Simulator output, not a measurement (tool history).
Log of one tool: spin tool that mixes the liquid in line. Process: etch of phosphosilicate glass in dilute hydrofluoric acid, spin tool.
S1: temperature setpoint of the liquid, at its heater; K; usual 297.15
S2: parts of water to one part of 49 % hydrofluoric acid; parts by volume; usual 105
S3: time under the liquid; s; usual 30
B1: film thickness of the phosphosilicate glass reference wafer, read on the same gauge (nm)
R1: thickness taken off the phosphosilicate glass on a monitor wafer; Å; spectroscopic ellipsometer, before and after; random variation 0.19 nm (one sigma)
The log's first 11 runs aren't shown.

run 12 hour=290.7 | S1=297.15 S2=105 S3=30 | B1=89.99 | R1=169.6
-- hour=305.6 gauge calibrated
run 13 hour=310.5 | S1=297.15 S2=105 S3=30 | B1=89.98 | R1=169.4
-- hour=314.3 hydrofluoric acid flow meter replaced
run 14 hour=331.9 | S1=297.15 S2=105 S3=40 | B1=90 | R1=263.6
run 15 hour=348.3 | S1=297.15 S2=105 S3=35 | B1=89.97 | R1=226.5
-- hour=365.5 thermometer replaced
run 16 hour=380.4 | S1=295.65 S2=105 S3=25 | B1=90 | R1=160.3
run 17 hour=408 | S1=297.15 S2=105 S3=30 | B1=90.01 | R1=204.8
run 18 hour=437.4 | S1=297.15 S2=105 S3=30 | B1=90 | R1=204.6
run 19 hour=509.5 | S1=297.15 S2=105 S3=30 | B1=90 | R1=201.9
run 20 hour=525.4 | S1=295.65 S2=105 S3=30 | B1=90.03 | R1=189.6
run 21 hour=556.2 | S1=298.65 S2=120 S3=45 | B1=90 | R1=277.4
run 22 hour=587.3 | S1=297.15 S2=70 S3=30 | B1=90.01 | R1=308.6
run 23 hour=599.3 | S1=297.15 S2=105 S3=30 | B1=90 | R1=198.5
run 24 hour=618.9 | S1=301.65 S2=150 S3=15 | B1=90.04 | R1=75.7
run 25 hour=694.1 | S1=293.15 S2=105 S3=50 | B1=90.01 | R1=276.1
run 26 hour=725.7 | S1=293.15 S2=130 S3=20 | B1=90.02 | R1=86.1
run 27 hour=756.3 | S1=297.15 S2=55 S3=30 | B1=89.99 | R1=390.9
run 28 hour=783.1 | S1=299.65 S2=105 S3=20 | B1=90.01 | R1=139.5
run 29 hour=795.2 | S1=297.15 S2=105 S3=30 | B1=90.03 | R1=190.6
run 30 hour=821 | S1=299.65 S2=135 S3=20 | B1=89.99 | R1=103.4
run 31 hour=833.8 | S1=300.65 S2=105 S3=15 | B1=90 | R1=110.3
run 32 hour=856.3 | S1=300.15 S2=90 S3=25 | B1=90 | R1=208.5
run 33 hour=873.7 | S1=300.65 S2=135 S3=15 | B1=89.96 | R1=80.8

4 ways to go on from here, each from the tool as it stands after run 33. What would each give?
run A hour=874.1 | S1=297.15 S2=105 S3=30 | B1=? | R1=?
run B hour=874.1 | S1=297.15 S2=135 S3=30 | B1=? | R1=?
run C hour=874.1 | S1=297.15 S2=65 S3=30 | B1=? | R1=?
run D hour=874.1 | S1=294.15 S2=105 S3=20 | B1=? | R1=?

run=A B1=90.01 R1=185.6
run=B B1=90.01 R1=139.2
run=C B1=90.01 R1=315.7
run=D B1=90.01 R1=109.7
Without the tool's hidden state the same runs would have given:
run=A R1=206.1
run=B R1=154.7
run=C R1=350.1
run=D R1=121.9
